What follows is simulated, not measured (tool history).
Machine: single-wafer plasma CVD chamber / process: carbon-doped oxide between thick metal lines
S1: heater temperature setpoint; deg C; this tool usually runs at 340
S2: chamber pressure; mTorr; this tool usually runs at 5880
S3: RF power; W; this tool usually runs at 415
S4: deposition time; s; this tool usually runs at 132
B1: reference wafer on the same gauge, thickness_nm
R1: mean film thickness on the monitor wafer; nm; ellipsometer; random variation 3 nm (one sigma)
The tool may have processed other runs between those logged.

run	hour	S1	S2	S3	S4	B1	R1
1	0	340	5880	415	132	562.105	636.795
2	27.5	352	5880	415	123	562.673	566.75
3	41.3	352	5880	415	123	561.263	571.635
4	58.8	352	5880	415	123	561.848	573.53
5	78.7	340	5880	415	132	561.93	631.02
6	100.3	335	5880	415	132	561.624	651.285
7	122.9	340	5570	415	146	561.243	695.488
8	145	340	5880	340	132	563.076	581.129
9	165.8	349	6790	415	132	561.456	625.164
# hour 184.9: RF generator calibrated
# hour 197.6: capacitance manometer re-zeroed and calibrated
10	198.1	346	6400	440	132	561.668	634.922
11	213.9	352	6880	380	148	562.038	658.64
12	229.7	340	4750	490	132	562.243	652.034
13	258.2	332	5880	415	132	562.344	637.919
14	278.1	331	6530	415	132	562.045	647.972
15	301.3	340	5880	490	132	562.061	674.016
# hour 332.3: showerhead replaced
16	332.8	353	5880	485	107	562.842	522.438
17	350	340	5880	415	132	561.96	619.262
# hour 363.7: gauge calibrated
18	366.8	352	5880	415	123	561.409	559.943
# hour 389.6: thermocouple changed; heater temperature recalibrated
# hour 396.7: RF generator calibrated, repeated, since the last time left the tool worse
19	397.2	347	6380	375	143	561.855	662.552
20	412.9	346	5880	335	132	562.66	575.326
21	427.5	344	5880	385	132	562.007	620.562
22	452.7	340	5880	415	132	562.192	648.126
23	468.4	346	5880	415	148	561.366	714.154
24	502.9	340	5880	480	141	562.572	733.411
25	528.5	340	4690	415	132	561.64	618.334
26	553.3	332	6740	380	158	562.225	770.541
27	574.8	336	7180	340	109	561.754	501.606

What if the next run were any one of these 5? Each begins from the tool's condition after run 27:
A	575.2	340	5880	415	132	?	?
B	575.2	353	5880	415	132	?	?
C	575.2	340	5130	385	147	?	?
D	575.2	331	5330	445	151	?	?
E	575.2	340	6920	475	143	?	?

run	B1	R1
A	561.585	640.316
B	561.585	615.942
C	561.585	672.91
D	561.585	768.49
E	561.585	753.886
Without the tool's unlogged condition, the same runs would have read:
run	R1
A	647.431
B	622.786
C	680.387
D	777.029
E	762.263
